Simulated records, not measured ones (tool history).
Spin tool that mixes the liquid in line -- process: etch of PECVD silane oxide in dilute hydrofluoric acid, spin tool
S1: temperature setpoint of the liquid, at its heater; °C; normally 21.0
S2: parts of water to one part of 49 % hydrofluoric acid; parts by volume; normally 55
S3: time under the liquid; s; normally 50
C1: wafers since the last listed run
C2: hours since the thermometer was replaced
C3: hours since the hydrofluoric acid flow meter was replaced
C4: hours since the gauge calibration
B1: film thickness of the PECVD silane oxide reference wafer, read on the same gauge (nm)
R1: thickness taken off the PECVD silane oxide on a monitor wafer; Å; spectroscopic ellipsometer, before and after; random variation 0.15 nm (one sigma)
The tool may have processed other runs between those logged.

run,day,S1,S2,S3,C1,C2,C3,C4,B1,R1
1,0.000,21.0,55,65,0,330.2,950.9,153.2,50.00,503.7
2,0.554,21.0,55,65,109,343.5,964.2,166.5,50.01,505.6
3,1.300,21.0,55,65,146,361.4,982.1,184.4,50.07,506.5
4,1.683,21.0,55,50,75,370.6,991.3,193.6,50.03,390.0
5,2.046,21.0,70,50,71,379.3,1000.0,202.3,49.98,303.4
6,2.429,21.0,70,50,75,388.5,1009.2,211.5,50.00,303.7
7,2.700,21.0,55,50,53,395.0,1015.7,218.0,50.02,397.0
8,3.258,21.0,55,50,109,408.4,1029.1,231.4,49.99,398.2
9,3.783,21.0,55,50,103,421.0,1041.7,244.0,49.96,399.9
10,4.104,21.0,55,60,63,428.7,1049.4,251.7,50.01,476.5
11,4.583,21.0,55,60,94,440.2,1060.9,263.2,50.05,480.3
12,4.838,21.0,55,60,50,446.3,1067.0,269.3,49.98,481.7
13,6.146,22.0,55,50,257,477.7,1098.4,300.7,49.97,424.3
14,6.692,22.0,55,50,107,490.8,1111.5,313.8,49.97,421.4
# day 6.888: hydrofluoric acid flow meter replaced
# day 7.908: thermometer replaced
15,8.342,17.0,55,30,308,10.4,34.9,353.4,50.01,166.7
16,8.792,19.0,80,50,88,21.2,45.7,364.2,50.01,203.5
17,9.417,17.5,55,50,122,36.2,60.7,379.2,49.99,287.6
18,9.688,21.0,55,50,53,42.7,67.2,385.7,49.96,333.9
19,9.996,19.0,65,70,60,50.1,74.6,393.1,50.01,355.7
20,10.554,21.0,55,50,109,63.5,88.0,406.5,50.02,334.2
21,10.921,21.0,55,25,72,72.3,96.8,415.3,50.03,168.2
22,11.646,21.0,45,65,142,89.7,114.2,432.7,49.98,540.0
23,12.071,21.0,70,50,83,99.9,124.4,442.9,50.00,262.6
# day 12.267: gauge calibrated
24,12.442,23.0,25,40,72,108.8,133.3,4.2,50.00,673.4
25,13.225,21.0,70,50,154,127.6,152.1,23.0,49.96,263.1
26,14.704,24.0,55,35,290,163.1,187.6,58.5,49.97,272.3
27,15.008,23.0,65,35,59,170.4,194.9,65.8,49.94,219.3
28,15.692,21.0,55,50,134,186.8,211.3,82.2,49.98,348.5

Hidden condition of the tool, last listed run before each entry between runs versus first listed run after:
After run 14, before run 15: hydrofluoric acid flow meter replaced (day 6.888); thermometer replaced (day 7.908)
  liquid hotter than its thermometer reads (K): 2 -> 0.26; hydrofluoric acid flow above the setpoint (%): 14.3 -> 1.09
  measured result minus the result with no hidden state, R1: +85.0 -> +3.8 Å
After run 23, before run 24: gauge calibrated (day 12.267)
  liquid hotter than its thermometer reads (K): 0.61 -> 0.645; hydrofluoric acid flow above the setpoint (%): 2.07 -> 2.17
  measured result minus the result with no hidden state, R1: +12.2 -> +32.3 Å
